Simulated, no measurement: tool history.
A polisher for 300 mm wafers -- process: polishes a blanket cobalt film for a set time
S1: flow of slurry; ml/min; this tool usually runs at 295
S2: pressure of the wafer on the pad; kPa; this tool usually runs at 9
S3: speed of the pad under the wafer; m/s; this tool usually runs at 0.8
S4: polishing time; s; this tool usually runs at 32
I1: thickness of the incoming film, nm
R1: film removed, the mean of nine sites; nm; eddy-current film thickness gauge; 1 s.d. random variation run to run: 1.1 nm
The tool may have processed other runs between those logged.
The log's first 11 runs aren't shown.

{"run": 12, "hour": 312.3, "S1": 295, "S2": 9, "S3": 0.8, "S4": 32, "I1": 1460.9, "R1": 101.4}
{"hour": 331.4, "done": "head pressure recalibrated"}
{"hour": 399.9, "done": "worn pad replaced by a new one, of another model than before"}
{"run": 13, "hour": 402.5, "S1": 295, "S2": 9, "S3": 0.8, "S4": 39, "I1": 1442.8, "R1": 110.1}
{"run": 14, "hour": 432.8, "S1": 295, "S2": 9, "S3": 0.8, "S4": 39, "I1": 1448.4, "R1": 111.4}
{"run": 15, "hour": 514.8, "S1": 295, "S2": 9, "S3": 0.8, "S4": 32, "I1": 1441, "R1": 94.2}
{"run": 16, "hour": 528.5, "S1": 350, "S2": 7.6, "S3": 0.92, "S4": 37, "I1": 1459.1, "R1": 109.5}
{"run": 17, "hour": 541.3, "S1": 295, "S2": 11.7, "S3": 0.96, "S4": 41, "I1": 1479.3, "R1": 159.6}
{"run": 18, "hour": 563.4, "S1": 380, "S2": 9, "S3": 0.8, "S4": 32, "I1": 1475.8, "R1": 97.5}
{"run": 19, "hour": 595.0, "S1": 370, "S2": 7.6, "S3": 0.54, "S4": 32, "I1": 1479, "R1": 72.7}
{"run": 20, "hour": 610.5, "S1": 295, "S2": 9, "S3": 0.8, "S4": 32, "I1": 1430.8, "R1": 95.2}
{"run": 21, "hour": 635.3, "S1": 375, "S2": 9, "S3": 0.8, "S4": 32, "I1": 1439.4, "R1": 98.4}
{"hour": 641.6, "done": "worn pad replaced by a new one"}
{"run": 22, "hour": 669.0, "S1": 295, "S2": 9, "S3": 0.8, "S4": 32, "I1": 1439.4, "R1": 98.1}
{"hour": 678.1, "done": "head pressure recalibrated"}
{"run": 23, "hour": 703.9, "S1": 350, "S2": 11, "S3": 1.04, "S4": 40, "I1": 1426.8, "R1": 156}
{"hour": 734.5, "done": "slurry nozzle cleaned"}
{"run": 24, "hour": 739.6, "S1": 245, "S2": 11, "S3": 1.04, "S4": 37, "I1": 1459.5, "R1": 140.2}
{"run": 25, "hour": 763.8, "S1": 295, "S2": 10.3, "S3": 0.8, "S4": 32, "I1": 1437.1, "R1": 100.9}
{"run": 26, "hour": 840.3, "S1": 295, "S2": 9, "S3": 0.8, "S4": 21, "I1": 1430.8, "R1": 60.8}
{"run": 27, "hour": 865.2, "S1": 295, "S2": 11, "S3": 0.64, "S4": 32, "I1": 1459, "R1": 95.2}
{"run": 28, "hour": 898.6, "S1": 295, "S2": 9, "S3": 0.8, "S4": 32, "I1": 1444.7, "R1": 94.3}
{"run": 29, "hour": 926.4, "S1": 295, "S2": 9, "S3": 0.8, "S4": 32, "I1": 1448.3, "R1": 95.5}
{"hour": 938.2, "done": "worn pad replaced by a new one"}
{"run": 30, "hour": 944.6, "S1": 205, "S2": 9, "S3": 1, "S4": 35, "I1": 1458.6, "R1": 109.2}
{"run": 31, "hour": 978.4, "S1": 210, "S2": 9, "S3": 0.8, "S4": 28, "I1": 1464.2, "R1": 80.5}
{"run": 32, "hour": 998.8, "S1": 295, "S2": 9, "S3": 0.92, "S4": 29, "I1": 1459.5, "R1": 92.6}
{"run": 33, "hour": 1014.9, "S1": 295, "S2": 9, "S3": 0.8, "S4": 32, "I1": 1453.4, "R1": 95.4}
{"run": 34, "hour": 1038.0, "S1": 205, "S2": 9, "S3": 0.8, "S4": 23, "I1": 1459.3, "R1": 64.8}
{"run": 35, "hour": 1062.5, "S1": 295, "S2": 7.6, "S3": 0.8, "S4": 36, "I1": 1469.6, "R1": 98.9}
{"run": 36, "hour": 1086.0, "S1": 295, "S2": 7.6, "S3": 1, "S4": 32, "I1": 1461.3, "R1": 100.1}

Each row is a separate what-if for the run after 36, all from the same tool condition, not one after another. Results?
{"run": "A", "hour": 1086.4, "S1": 295, "S2": 9, "S3": 0.58, "S4": 32, "I1": 1456.9, "R1": "?"}
{"run": "B", "hour": 1086.4, "S1": 330, "S2": 9, "S3": 0.88, "S4": 22, "I1": 1456.9, "R1": "?"}
{"run": "C", "hour": 1086.4, "S1": 295, "S2": 11.7, "S3": 0.8, "S4": 32, "I1": 1456.9, "R1": "?"}
{"run": "D", "hour": 1086.4, "S1": 295, "S2": 9, "S3": 0.8, "S4": 29, "I1": 1456.9, "R1": "?"}
{"run": "E", "hour": 1086.4, "S1": 295, "S2": 5.5, "S3": 0.62, "S4": 24, "I1": 1456.9, "R1": "?"}

run=A R1=81.7
run=B R1=71.4
run=C R1=114.7
run=D R1=88
run=E R1=49
Without the tool's unlogged condition, the same runs would have read:
run=A R1=77.1
run=B R1=67.3
run=C R1=108.2
run=D R1=83
run=E R1=46.2

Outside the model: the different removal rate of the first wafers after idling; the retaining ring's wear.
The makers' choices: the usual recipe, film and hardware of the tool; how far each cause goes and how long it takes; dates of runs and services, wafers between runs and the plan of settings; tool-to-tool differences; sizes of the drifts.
